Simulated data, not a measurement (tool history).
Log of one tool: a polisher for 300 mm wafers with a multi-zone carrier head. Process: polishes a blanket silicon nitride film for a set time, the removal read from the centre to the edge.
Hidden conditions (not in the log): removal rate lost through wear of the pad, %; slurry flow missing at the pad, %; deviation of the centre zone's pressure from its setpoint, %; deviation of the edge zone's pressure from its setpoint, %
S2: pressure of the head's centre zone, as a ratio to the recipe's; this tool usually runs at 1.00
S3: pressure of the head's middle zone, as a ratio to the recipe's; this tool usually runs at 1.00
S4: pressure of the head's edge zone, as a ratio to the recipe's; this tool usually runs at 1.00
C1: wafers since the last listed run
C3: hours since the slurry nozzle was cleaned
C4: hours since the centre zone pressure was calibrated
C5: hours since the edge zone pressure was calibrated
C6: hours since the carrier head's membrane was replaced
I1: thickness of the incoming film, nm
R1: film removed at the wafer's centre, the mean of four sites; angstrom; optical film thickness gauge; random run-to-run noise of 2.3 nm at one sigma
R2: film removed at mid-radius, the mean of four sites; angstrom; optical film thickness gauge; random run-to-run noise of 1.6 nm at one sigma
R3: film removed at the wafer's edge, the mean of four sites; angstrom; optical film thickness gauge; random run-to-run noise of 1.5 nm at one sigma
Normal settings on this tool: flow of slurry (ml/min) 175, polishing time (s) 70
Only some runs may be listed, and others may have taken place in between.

{"run": 1, "hour": 0.0, "flow of slurry (ml/min)": 155, "S2": 1.0, "S3": 1.0, "S4": 1.0, "polishing time (s)": 70, "C1": 0, "wafers polished on this pad": 709, "C3": 246.5, "C4": 440.2, "C5": 1300.0, "C6": 448.3, "I1": 512.3, "R1": 1808, "R2": 1959, "R3": 1925}
{"hour": 17.6, "done": "worn pad replaced by a new one"}
{"hour": 18.6, "done": "centre zone pressure recalibrated"}
{"run": 2, "hour": 20.0, "flow of slurry (ml/min)": 155, "S2": 1.0, "S3": 1.0, "S4": 1.0, "polishing time (s)": 70, "C1": 172, "wafers polished on this pad": 15, "C3": 266.5, "C4": 1.4, "C5": 1320.0, "C6": 468.3, "I1": 508.5, "R1": 1978, "R2": 1949, "R3": 1895}
{"run": 3, "hour": 35.1, "flow of slurry (ml/min)": 175, "S2": 1.0, "S3": 1.0, "S4": 1.0, "polishing time (s)": 52, "C1": 173, "wafers polished on this pad": 189, "C3": 281.6, "C4": 16.5, "C5": 1335.1, "C6": 483.4, "I1": 509.6, "R1": 1498, "R2": 1485, "R3": 1437}
{"run": 4, "hour": 44.7, "flow of slurry (ml/min)": 175, "S2": 1.0, "S3": 1.0, "S4": 1.0, "polishing time (s)": 70, "C1": 110, "wafers polished on this pad": 299, "C3": 291.2, "C4": 26.1, "C5": 1344.7, "C6": 493.0, "I1": 519.4, "R1": 2001, "R2": 2002, "R3": 1921}
{"hour": 60.8, "done": "edge zone pressure recalibrated"}
{"run": 5, "hour": 61.3, "flow of slurry (ml/min)": 175, "S2": 1.0, "S3": 1.08, "S4": 1.0, "polishing time (s)": 70, "C1": 167, "wafers polished on this pad": 467, "C3": 307.8, "C4": 42.7, "C5": 0.5, "C6": 509.6, "I1": 507.1, "R1": 1994, "R2": 2145, "R3": 1939}
{"run": 6, "hour": 70.2, "flow of slurry (ml/min)": 175, "S2": 1.08, "S3": 1.05, "S4": 1.0, "polishing time (s)": 70, "C1": 102, "wafers polished on this pad": 569, "C3": 316.7, "C4": 51.6, "C5": 9.4, "C6": 518.5, "I1": 510.9, "R1": 2160, "R2": 2103, "R3": 1954}
{"run": 7, "hour": 76.3, "flow of slurry (ml/min)": 150, "S2": 1.0, "S3": 1.11, "S4": 1.0, "polishing time (s)": 70, "C1": 70, "wafers polished on this pad": 639, "C3": 322.8, "C4": 57.7, "C5": 15.5, "C6": 524.6, "I1": 499.0, "R1": 1884, "R2": 2106, "R3": 1882}
{"run": 8, "hour": 87.0, "flow of slurry (ml/min)": 130, "S2": 1.0, "S3": 1.03, "S4": 1.09, "polishing time (s)": 90, "C1": 122, "wafers polished on this pad": 762, "C3": 333.5, "C4": 68.4, "C5": 26.2, "C6": 535.3, "I1": 513.4, "R1": 2378, "R2": 2449, "R3": 2507}
{"hour": 102.7, "done": "worn pad replaced by a new one"}
{"run": 9, "hour": 103.4, "flow of slurry (ml/min)": 225, "S2": 1.0, "S3": 1.0, "S4": 1.0, "polishing time (s)": 70, "C1": 142, "wafers polished on this pad": 8, "C3": 349.9, "C4": 84.8, "C5": 42.6, "C6": 551.7, "I1": 507.1, "R1": 2044, "R2": 2101, "R3": 2019}
{"hour": 120.2, "done": "carrier head's membrane replaced by a new one"}
{"run": 10, "hour": 120.7, "flow of slurry (ml/min)": 150, "S2": 1.0, "S3": 1.0, "S4": 1.0, "polishing time (s)": 93, "C1": 141, "wafers polished on this pad": 149, "C3": 367.2, "C4": 102.1, "C5": 59.9, "C6": 0.5, "I1": 505.8, "R1": 2550, "R2": 2596, "R3": 2509}
{"run": 11, "hour": 126.8, "flow of slurry (ml/min)": 175, "S2": 1.0, "S3": 1.0, "S4": 1.0, "polishing time (s)": 70, "C1": 70, "wafers polished on this pad": 219, "C3": 373.3, "C4": 108.2, "C5": 66.0, "C6": 6.6, "I1": 520.1, "R1": 1937, "R2": 1990, "R3": 1953}
{"hour": 130.1, "done": "slurry nozzle cleaned"}
{"run": 12, "hour": 139.1, "flow of slurry (ml/min)": 175, "S2": 1.05, "S3": 0.92, "S4": 1.0, "polishing time (s)": 70, "C1": 129, "wafers polished on this pad": 349, "C3": 9.0, "C4": 120.5, "C5": 78.3, "C6": 18.9, "I1": 505.6, "R1": 2043, "R2": 1873, "R3": 1962}
{"run": 13, "hour": 149.9, "flow of slurry (ml/min)": 150, "S2": 1.0, "S3": 1.06, "S4": 1.0, "polishing time (s)": 61, "C1": 124, "wafers polished on this pad": 473, "C3": 19.8, "C4": 131.3, "C5": 89.1, "C6": 29.7, "I1": 511.4, "R1": 1619, "R2": 1790, "R3": 1661}
{"run": 14, "hour": 166.0, "flow of slurry (ml/min)": 155, "S2": 1.05, "S3": 1.11, "S4": 0.9, "polishing time (s)": 70, "C1": 184, "wafers polished on this pad": 658, "C3": 35.9, "C4": 147.4, "C5": 105.2, "C6": 45.8, "I1": 501.4, "R1": 1957, "R2": 2107, "R3": 1823}
{"hour": 170.3, "done": "worn pad replaced by a new one"}
{"run": 15, "hour": 176.7, "flow of slurry (ml/min)": 205, "S2": 0.93, "S3": 1.0, "S4": 1.0, "polishing time (s)": 70, "C1": 76, "wafers polished on this pad": 73, "C3": 46.6, "C4": 158.1, "C5": 115.9, "C6": 56.5, "I1": 501.8, "R1": 1859, "R2": 2046, "R3": 1993}
{"run": 16, "hour": 188.8, "flow of slurry (ml/min)": 125, "S2": 1.09, "S3": 1.05, "S4": 1.0, "polishing time (s)": 54, "C1": 139, "wafers polished on this pad": 212, "C3": 58.7, "C4": 170.2, "C5": 128.0, "C6": 68.6, "I1": 506.4, "R1": 1507, "R2": 1478, "R3": 1420}
{"run": 17, "hour": 197.4, "flow of slurry (ml/min)": 175, "S2": 1.0, "S3": 1.0, "S4": 1.1, "polishing time (s)": 81, "C1": 98, "wafers polished on this pad": 311, "C3": 67.3, "C4": 178.8, "C5": 136.6, "C6": 77.2, "I1": 516.2, "R1": 2260, "R2": 2305, "R3": 2378}
{"run": 18, "hour": 215.2, "flow of slurry (ml/min)": 175, "S2": 1.0, "S3": 1.0, "S4": 1.08, "polishing time (s)": 87, "C1": 204, "wafers polished on this pad": 516, "C3": 85.1, "C4": 196.6, "C5": 154.4, "C6": 95.0, "I1": 509.3, "R1": 2397, "R2": 2481, "R3": 2512}
{"run": 19, "hour": 226.4, "flow of slurry (ml/min)": 175, "S2": 1.0, "S3": 1.0, "S4": 1.0, "polishing time (s)": 70, "C1": 128, "wafers polished on this pad": 644, "C3": 96.3, "C4": 207.8, "C5": 165.6, "C6": 106.2, "I1": 503.4, "R1": 1929, "R2": 1955, "R3": 1950}
{"run": 20, "hour": 232.9, "flow of slurry (ml/min)": 200, "S2": 1.0, "S3": 1.0, "S4": 1.09, "polishing time (s)": 70, "C1": 74, "wafers polished on this pad": 719, "C3": 102.8, "C4": 214.3, "C5": 172.1, "C6": 112.7, "I1": 509.2, "R1": 1957, "R2": 2050, "R3": 2075}
{"hour": 242.6, "done": "worn pad replaced by a new one"}
{"run": 21, "hour": 245.0, "flow of slurry (ml/min)": 175, "S2": 1.0, "S3": 1.0, "S4": 1.0, "polishing time (s)": 70, "C1": 93, "wafers polished on this pad": 27, "C3": 114.9, "C4": 226.4, "C5": 184.2, "C6": 124.8, "I1": 514.1, "R1": 1898, "R2": 2005, "R3": 1945}

What if the next run were any one of these 5? Each begins from the tool's condition after run 21:
{"run": "A", "hour": 245.4, "flow of slurry (ml/min)": 175, "S2": 1.0, "S3": 1.0, "S4": 1.0, "polishing time (s)": 70, "C1": 4, "wafers polished on this pad": 31, "C3": 115.3, "C4": 226.8, "C5": 184.6, "C6": 125.2, "I1": 509.8, "R1": "?", "R2": "?", "R3": "?"}
{"run": "B", "hour": 245.4, "flow of slurry (ml/min)": 140, "S2": 1.0, "S3": 1.0, "S4": 1.0, "polishing time (s)": 70, "C1": 4, "wafers polished on this pad": 31, "C3": 115.3, "C4": 226.8, "C5": 184.6, "C6": 125.2, "I1": 509.8, "R1": "?", "R2": "?", "R3": "?"}
{"run": "C", "hour": 245.4, "flow of slurry (ml/min)": 175, "S2": 1.1, "S3": 0.91, "S4": 1.05, "polishing time (s)": 90, "C1": 4, "wafers polished on this pad": 31, "C3": 115.3, "C4": 226.8, "C5": 184.6, "C6": 125.2, "I1": 509.8, "R1": "?", "R2": "?", "R3": "?"}
{"run": "D", "hour": 245.4, "flow of slurry (ml/min)": 135, "S2": 1.0, "S3": 0.96, "S4": 1.0, "polishing time (s)": 81, "C1": 4, "wafers polished on this pad": 31, "C3": 115.3, "C4": 226.8, "C5": 184.6, "C6": 125.2, "I1": 509.8, "R1": "?", "R2": "?", "R3": "?"}
{"run": "E", "hour": 245.4, "flow of slurry (ml/min)": 130, "S2": 0.89, "S3": 1.09, "S4": 1.0, "polishing time (s)": 59, "C1": 4, "wafers polished on this pad": 31, "C3": 115.3, "C4": 226.8, "C5": 184.6, "C6": 125.2, "I1": 509.8, "R1": "?", "R2": "?", "R3": "?"}

run=A R1=1929 R2=2004 R3=1943
run=B R1=1831 R2=1914 R3=1879
run=C R1=2729 R2=2379 R3=2561
run=D R1=2097 R2=2121 R3=2162
run=E R1=1344 R2=1705 R3=1562
Without the tool's unlogged condition, the same runs would have read:
run=A R1=2069 R2=2003 R3=1943
run=B R1=1964 R2=1913 R3=1879
run=C R1=2926 R2=2378 R3=2561
run=D R1=2250 R2=2120 R3=2162
run=E R1=1443 R2=1704 R3=1562
